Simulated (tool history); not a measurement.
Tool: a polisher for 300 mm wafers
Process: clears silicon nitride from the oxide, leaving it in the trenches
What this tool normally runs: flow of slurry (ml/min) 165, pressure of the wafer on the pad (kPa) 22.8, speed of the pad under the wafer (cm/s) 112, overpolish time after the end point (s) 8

| run | hour | flow of slurry (ml/min) | pressure of the wafer on the pad (kPa) | speed of the pad under the wafer (cm/s) | overpolish time after the end point (s) | incoming thickness of the incoming film, nm | time until the end point was called (s) |
|---|---|---|---|---|---|---|---|
| 1 | 0 | 165 | 22.8 | 112 | 8 | 80.2 | 82 |
| 2 | 51.9 | 165 | 22.8 | 112 | 8 | 79.6 | 79.7 |
| 3 | 114.6 | 165 | 22.8 | 112 | 8 | 81.9 | 87.7 |
| 4 | 175.8 | 165 | 22.8 | 112 | 8 | 81.2 | 88.5 |
| 5 | 246.9 | 165 | 22.8 | 112 | 8 | 78.4 | 87.1 |
| 6 | 292.3 | 165 | 20.7 | 112 | 8 | 80.6 | 99.9 |
| 7 | 326.8 | 165 | 20.7 | 112 | 8 | 80.7 | 87 |
| 8 | 351.5 | 165 | 22.8 | 112 | 9 | 80.8 | 80.6 |
| 9 | 394.1 | 145 | 22.8 | 140 | 8 | 80.8 | 68.4 |
| 10 | 446 | 165 | 22.8 | 150 | 8 | 79.5 | 64 |
| 11 | 513.1 | 165 | 18.6 | 112 | 5 | 79.5 | 95.9 |
| 12 | 560.6 | 135 | 22.8 | 112 | 4 | 80.5 | 81.1 |
| 13 | 631.8 | 165 | 22.8 | 112 | 4 | 79.8 | 81.5 |
| 14 | 659.5 | 165 | 22.8 | 112 | 8 | 78.8 | 81.5 |
| 15 | 709.1 | 165 | 22.8 | 112 | 8 | 81.5 | 79.3 |
| 16 | 765.4 | 210 | 17.2 | 112 | 8 | 79.9 | 100.9 |

Missing from the log above: 7 entries noted between runs. For each, name the pair of listed runs it sits between and say how the tool's hidden condition differs from the listed run just before to the listed run just after:
After run 1, before run 2: worn pad replaced by a new one (hour 32.5)
  removal rate lost through wear of the pad, %: 6.92 -> 4.02; slurry flow missing at the pad, %: 24 -> 27.1
  measured result minus the result with no hidden state, time until the end point was called (s): +9.9 -> +8.1
After run 4, before run 5: worn pad replaced by a new one (hour 188.9)
  removal rate lost through wear of the pad, %: 9.01 -> 5.44; slurry flow missing at the pad, %: 35.5 -> 40.9
  measured result minus the result with no hidden state, time until the end point was called (s): +15.5 -> +14.5
After run 6, before run 7: slurry nozzle cleaned (hour 301.3)
  removal rate lost through wear of the pad, %: 6.95 -> 7.47; slurry flow missing at the pad, %: 44.6 -> 6.53
  measured result minus the result with no hidden state, time until the end point was called (s): +19.7 -> +7.5
After run 8, before run 9: worn pad replaced by a new one (hour 363.8)
  removal rate lost through wear of the pad, %: 7.67 -> 3.83; slurry flow missing at the pad, %: 6.61 -> 6.9
  measured result minus the result with no hidden state, time until the end point was called (s): +7.1 -> +3.6
After run 11, before run 12: worn pad replaced by a new one (hour 533.6); head pressure recalibrated (hour 543.7)
  removal rate lost through wear of the pad, %: 7.81 -> 4.32; slurry flow missing at the pad, %: 8.57 -> 9.6
  measured result minus the result with no hidden state, time until the end point was called (s): +9 -> +5.2
After run 14, before run 15: worn pad replaced by a new one (hour 667.7)
  removal rate lost through wear of the pad, %: 8.35 -> 5.24; slurry flow missing at the pad, %: 12.4 -> 14.2
  measured result minus the result with no hidden state, time until the end point was called (s): +8.7 -> +6.3
